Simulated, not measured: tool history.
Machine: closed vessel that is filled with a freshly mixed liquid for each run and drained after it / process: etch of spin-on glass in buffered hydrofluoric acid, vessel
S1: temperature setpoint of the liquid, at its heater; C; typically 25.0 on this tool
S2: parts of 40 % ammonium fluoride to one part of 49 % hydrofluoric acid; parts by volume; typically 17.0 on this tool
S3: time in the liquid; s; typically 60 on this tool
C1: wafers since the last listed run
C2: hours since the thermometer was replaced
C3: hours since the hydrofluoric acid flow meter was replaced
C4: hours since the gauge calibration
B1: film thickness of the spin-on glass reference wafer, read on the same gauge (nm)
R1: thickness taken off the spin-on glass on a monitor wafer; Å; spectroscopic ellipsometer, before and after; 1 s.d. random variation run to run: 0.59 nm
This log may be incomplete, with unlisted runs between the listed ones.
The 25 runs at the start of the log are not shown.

| run | day | S1 | S2 | S3 | C1 | C2 | C3 | C4 | B1 | R1 |
|---|---|---|---|---|---|---|---|---|---|---|
| 26 | 45.621 | 23.0 | 17.0 | 80 | 3742 | 397.1 | 572.9 | 347.7 | 130.01 | 860.4 |
| 27 | 47.567 | 25.0 | 17.0 | 80 | 4895 | 443.8 | 619.6 | 394.4 | 130.02 | 967.6 |
| 28 | 50.283 | 25.0 | 17.0 | 90 | 6835 | 509.0 | 684.8 | 459.6 | 130.00 | 1097.0 |
| 29 | 51.942 | 25.0 | 13.0 | 35 | 4172 | 548.8 | 724.6 | 499.4 | 129.99 | 544.4 |
| 30 | 53.375 | 25.0 | 17.0 | 60 | 3606 | 583.2 | 759.0 | 533.8 | 130.03 | 726.9 |
|  | 55.750 | thermometer replaced |
| 31 | 56.192 | 27.0 | 20.0 | 85 | 6982 | 10.6 | 826.6 | 601.4 | 130.03 | 977.2 |
| 32 | 59.008 | 25.0 | 17.0 | 60 | 7086 | 78.2 | 894.2 | 669.0 | 130.00 | 716.8 |
| 33 | 60.246 | 25.0 | 17.0 | 60 | 3113 | 107.9 | 923.9 | 698.7 | 129.99 | 718.6 |

Forecast each of these 4 alternatives for the next run:
| A | 60.275 | 25.0 | 17.0 | 60 | 73 | 108.6 | 924.6 | 699.4 | ? | ? |
| B | 60.275 | 29.0 | 17.0 | 45 | 73 | 108.6 | 924.6 | 699.4 | ? | ? |
| C | 60.275 | 21.5 | 17.0 | 70 | 73 | 108.6 | 924.6 | 699.4 | ? | ? |
| D | 60.275 | 27.5 | 17.0 | 80 | 73 | 108.6 | 924.6 | 699.4 | ? | ? |

| run | B1 | R1 |
|---|---|---|
| A | 129.99 | 712.4 |
| B | 129.99 | 662.2 |
| C | 129.99 | 685.7 |
| D | 129.99 | 1086.9 |
With the hidden condition removed and each run's random variation left untouched, the same runs would have given:
| run | R1 |
|---|---|
| A | 749.6 |
| B | 696.7 |
| C | 721.5 |
| D | 1143.6 |
